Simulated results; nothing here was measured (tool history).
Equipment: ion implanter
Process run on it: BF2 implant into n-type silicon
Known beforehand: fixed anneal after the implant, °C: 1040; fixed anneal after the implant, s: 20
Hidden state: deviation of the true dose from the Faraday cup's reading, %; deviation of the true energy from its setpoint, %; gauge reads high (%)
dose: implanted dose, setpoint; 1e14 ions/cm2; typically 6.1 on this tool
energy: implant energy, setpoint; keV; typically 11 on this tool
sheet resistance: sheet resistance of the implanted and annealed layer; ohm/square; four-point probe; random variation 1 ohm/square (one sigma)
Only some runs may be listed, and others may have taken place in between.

run	hour	dose	energy	wafers since the last listed run	hours since the last dose calibration	hours since the extraction supply was calibrated	hours since the gauge calibration	read-back reference wafer on the same gauge, sheet resistance	sheet resistance
1	0	6.1	11	0	1881.1	6979.8	273	254.19	256.97
2	18.8	6.1	11	311	1899.9	6998.6	291.8	254.15	255.34
3	39.1	6.1	11	336	1920.2	7018.9	312.1	254.1	256.42
4	74.9	6.1	11	593	1956	7054.7	347.9	253.74	255.7
5	109.4	5.49	11	571	1990.5	7089.2	382.4	253.86	276.39
6	133.2	5.49	11	394	2014.3	7113	406.2	254.25	275.15
7	149	5.49	11	261	2030.1	7128.8	422	254.12	275.42
8	166.2	6.1	11	285	2047.3	7146	439.2	254.2	258.1
# hour 182.5: gauge calibrated
9	225.2	7.28	8	977	2106.3	7205	42.7	253.96	247.64
10	241.3	7.28	8	266	2122.4	7221.1	58.8	254.15	248
# hour 252.9: extraction supply calibrated
11	254	6.1	11	77	2135.1	1.1	71.5	254.04	256.29
12	287.1	7.05	13	548	2168.2	34.2	104.6	254.22	223.76
13	306.9	7.81	11	328	2188	54	124.4	253.95	218.76
# hour 348.1: Faraday cup replaced and dose calibrated
14	348.6	6.1	11	558	0.5	95.7	166.1	254.02	253.93
15	362.6	6.1	11	232	14.5	109.7	180.1	254.02	255.72
16	396.4	6.1	11	560	48.3	143.5	213.9	254.26	256.79
17	415.3	5.61	13	313	67.2	162.4	232.8	253.96	262.33
18	472.8	4.5	11	953	124.7	219.9	290.3	253.87	317.41
19	496.1	6.64	8	386	148	243.2	313.6	254.18	264.61
20	513.5	6.73	14	288	165.4	260.6	331	254.44	227.14
21	535.8	5.46	7	369	187.7	282.9	353.3	253.88	311.34
22	566.6	7.6	8.5	510	218.5	313.7	384.1	253.76	237.53
23	583.5	6.1	9.5	280	235.4	330.6	401	254	266.52

5 ways to go on from here, each from the tool as it stands after run 23. What would each give?
A	583.9	7.9	11	6	235.8	331	401.4	?	?
B	583.9	7.16	8.5	6	235.8	331	401.4	?	?
C	583.9	7.02	14.5	6	235.8	331	401.4	?	?
D	583.9	7.24	8.5	6	235.8	331	401.4	?	?
E	583.9	5.4	11	6	235.8	331	401.4	?	?

run	read-back reference wafer on the same gauge, sheet resistance	sheet resistance
A	253.78	216.48
B	253.78	245.74
C	253.78	218.18
D	253.78	244.03
E	253.78	277.13
Had the tool no hidden state, the same runs would have come out as:
run	sheet resistance
A	216.48
B	245.74
C	218.18
D	244.03
E	277.13

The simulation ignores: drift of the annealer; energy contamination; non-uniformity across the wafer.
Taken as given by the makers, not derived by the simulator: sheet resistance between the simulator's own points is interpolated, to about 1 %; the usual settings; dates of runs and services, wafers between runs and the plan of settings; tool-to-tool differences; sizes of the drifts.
